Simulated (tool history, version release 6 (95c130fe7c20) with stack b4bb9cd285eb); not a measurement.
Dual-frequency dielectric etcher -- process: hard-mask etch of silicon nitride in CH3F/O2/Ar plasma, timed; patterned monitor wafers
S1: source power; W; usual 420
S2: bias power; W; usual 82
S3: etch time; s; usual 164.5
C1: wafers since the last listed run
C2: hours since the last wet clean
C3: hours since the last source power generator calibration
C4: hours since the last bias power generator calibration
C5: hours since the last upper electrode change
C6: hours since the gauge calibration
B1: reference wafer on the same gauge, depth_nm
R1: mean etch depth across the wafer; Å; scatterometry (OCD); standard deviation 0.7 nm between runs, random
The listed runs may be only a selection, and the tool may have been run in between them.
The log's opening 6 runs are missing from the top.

{"run": 7, "hour": 535.4, "S1": 420, "S2": 82, "S3": 164.5, "C1": 778, "C2": 137.3, "C3": 218.8, "C4": 4510.5, "C5": 1453.2, "C6": 835.0, "B1": 144.0, "R1": 1191}
{"run": 8, "hour": 574.2, "S1": 420, "S2": 82, "S3": 164.5, "C1": 303, "C2": 176.1, "C3": 257.6, "C4": 4549.3, "C5": 1492.0, "C6": 873.8, "B1": 143.9, "R1": 1181}
{"run": 9, "hour": 640.4, "S1": 420, "S2": 82, "S3": 164.5, "C1": 518, "C2": 242.3, "C3": 323.8, "C4": 4615.5, "C5": 1558.2, "C6": 940.0, "B1": 144.0, "R1": 1185}
{"run": 10, "hour": 724.9, "S1": 480, "S2": 82, "S3": 164.5, "C1": 661, "C2": 326.8, "C3": 408.3, "C4": 4700.0, "C5": 1642.7, "C6": 1024.5, "B1": 144.0, "R1": 1228}
{"run": 11, "hour": 810.8, "S1": 480, "S2": 73, "S3": 164.5, "C1": 672, "C2": 412.7, "C3": 494.2, "C4": 4785.9, "C5": 1728.6, "C6": 1110.4, "B1": 144.2, "R1": 1193}
{"hour": 853.6, "done": "upper electrode replaced"}
{"hour": 895.2, "done": "wet clean of the chamber"}
{"run": 12, "hour": 904.6, "S1": 420, "S2": 82, "S3": 164.5, "C1": 358, "C2": 9.4, "C3": 588.0, "C4": 4879.7, "C5": 51.0, "C6": 1204.2, "B1": 144.0, "R1": 1206}
{"hour": 951.3, "done": "bias power generator calibrated"}
{"run": 13, "hour": 972.1, "S1": 510, "S2": 96, "S3": 164.5, "C1": 497, "C2": 76.9, "C3": 655.5, "C4": 20.8, "C5": 118.5, "C6": 1271.7, "B1": 144.1, "R1": 1305}
{"run": 14, "hour": 1045.6, "S1": 490, "S2": 65, "S3": 149.5, "C1": 575, "C2": 150.4, "C3": 729.0, "C4": 94.3, "C5": 192.0, "C6": 1345.2, "B1": 143.7, "R1": 1066}
{"hour": 1056.2, "done": "gauge calibrated"}
{"run": 15, "hour": 1139.5, "S1": 360, "S2": 82, "S3": 144.5, "C1": 735, "C2": 244.3, "C3": 822.9, "C4": 188.2, "C5": 285.9, "C6": 83.3, "B1": 143.9, "R1": 997}
{"run": 16, "hour": 1184.5, "S1": 420, "S2": 82, "S3": 164.5, "C1": 352, "C2": 289.3, "C3": 867.9, "C4": 233.2, "C5": 330.9, "C6": 128.3, "B1": 144.0, "R1": 1191}

Forecast run 17:
{"run": 17, "hour": 1221.9, "S1": 500, "S2": 82, "S3": 148.0, "C1": 292, "C2": 326.7, "C3": 905.3, "C4": 270.6, "C5": 368.3, "C6": 165.7, "B1": "?", "R1": "?"}

B1: 144.0
R1: 1115 Å
With no hidden state in the tool, this same run would have given R1 1138 Å.

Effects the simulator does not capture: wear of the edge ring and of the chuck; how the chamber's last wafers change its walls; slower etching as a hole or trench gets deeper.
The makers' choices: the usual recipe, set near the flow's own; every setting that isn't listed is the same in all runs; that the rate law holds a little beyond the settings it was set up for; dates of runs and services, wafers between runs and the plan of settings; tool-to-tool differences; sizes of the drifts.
